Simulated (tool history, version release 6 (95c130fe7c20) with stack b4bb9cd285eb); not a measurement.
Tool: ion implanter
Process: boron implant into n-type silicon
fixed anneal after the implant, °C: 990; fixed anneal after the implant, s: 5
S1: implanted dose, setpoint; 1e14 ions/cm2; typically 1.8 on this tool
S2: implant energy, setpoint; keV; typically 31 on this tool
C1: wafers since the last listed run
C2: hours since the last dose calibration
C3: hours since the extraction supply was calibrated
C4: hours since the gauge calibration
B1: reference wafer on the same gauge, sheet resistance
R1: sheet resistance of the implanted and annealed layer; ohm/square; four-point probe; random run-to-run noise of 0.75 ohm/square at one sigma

Run 1, hour 0: usual settings but S2 35 keV; C1 0; C2 1064.9; C3 3560.5; C4 8.4; B1 389.83. Result: R1 436.31 ohm/square.
Run 2, hour 14.4: usual settings but S2 38 keV; C1 261; C2 1079.3; C3 3574.9; C4 22.8; B1 389.95. Result: R1 430.14 ohm/square.
Run 3, hour 26.3: usual settings but S2 38 keV; C1 216; C2 1091.2; C3 3586.8; C4 34.7; B1 389.91. Result: R1 430.78 ohm/square.
Run 4, hour 38.6: usual settings but S2 38 keV; C1 223; C2 1103.5; C3 3599.1; C4 47; B1 389.98. Result: R1 430.51 ohm/square.
Run 5, hour 49.1: usual settings; C1 190; C2 1114; C3 3609.6; C4 57.5; B1 390.03. Result: R1 445.56 ohm/square.
Run 6, hour 58.9: usual settings; C1 178; C2 1123.8; C3 3619.4; C4 67.3; B1 389.98. Result: R1 443.94 ohm/square.
Run 7, hour 76.7: usual settings; C1 323; C2 1141.6; C3 3637.2; C4 85.1; B1 390.09. Result: R1 443.8 ohm/square.
Run 8, hour 89: usual settings; C1 223; C2 1153.9; C3 3649.5; C4 97.4; B1 389.88. Result: R1 444.21 ohm/square.
Run 9, hour 106.7: usual settings; C1 321; C2 1171.6; C3 3667.2; C4 115.1; B1 390.24. Result: R1 442.94 ohm/square.
Run 10, hour 121.8: usual settings; C1 274; C2 1186.7; C3 3682.3; C4 130.2; B1 389.85. Result: R1 443.47 ohm/square.
Run 11, hour 135.2: usual settings; C1 243; C2 1200.1; C3 3695.7; C4 143.6; B1 389.95. Result: R1 442.35 ohm/square.
Run 12, hour 142: usual settings but S1 1.66 1e14 ions/cm2, S2 38.5 keV; C1 123; C2 1206.9; C3 3702.5; C4 150.4; B1 389.99. Result: R1 453.62 ohm/square.
At hour 158.3: gauge calibrated.
Run 13, hour 159.7: usual settings; C1 321; C2 1224.6; C3 3720.2; C4 1.4; B1 390.03. Result: R1 442.95 ohm/square.
At hour 183.5: extraction supply calibrated.
Run 14, hour 184: usual settings but S1 2.23 1e14 ions/cm2, S2 36.5 keV; C1 296; C2 1248.9; C3 0.5; C4 25.7; B1 390.03. Result: R1 372.69 ohm/square.
Run 15, hour 189.5: usual settings; C1 100; C2 1254.4; C3 6; C4 31.2; B1 389.8. Result: R1 441.99 ohm/square.
At hour 213.2: Faraday cup replaced and dose calibrated.
Run 16, hour 213.7: usual settings but S1 2.25 1e14 ions/cm2, S2 21.5 keV; C1 294; C2 0.5; C3 30.2; C4 55.4; B1 390.01. Result: R1 408.01 ohm/square.
Run 17, hour 214: usual settings but S2 37 keV; C1 5; C2 0.8; C3 30.5; C4 55.7; B1 390.14. Result: R1 445.14 ohm/square.
Run 18, hour 225.6: usual settings; C1 210; C2 12.4; C3 42.1; C4 67.3; B1 389.99. Result: R1 457.17 ohm/square.
Run 19, hour 243.2: usual settings but S1 1.99 1e14 ions/cm2, S2 39 keV; C1 320; C2 30; C3 59.7; C4 84.9; B1 389.86. Result: R1 412.02 ohm/square.
Run 20, hour 256.2: usual settings but S1 1.57 1e14 ions/cm2, S2 41 keV; C1 236; C2 43; C3 72.7; C4 97.9; B1 390. Result: R1 478.42 ohm/square.

Expected results for the next run?
Run 21, hour 271.5: usual settings but S1 2.1 1e14 ions/cm2, S2 24 keV; C1 278; C2 58.3; C3 88; C4 113.2; B1 ?. Result: R1 ?.

B1: 390.19
R1: 423.16 ohm/square
If the tool had no hidden condition, the same run with the same run-to-run variation would have returned R1 425.64 ohm/square.
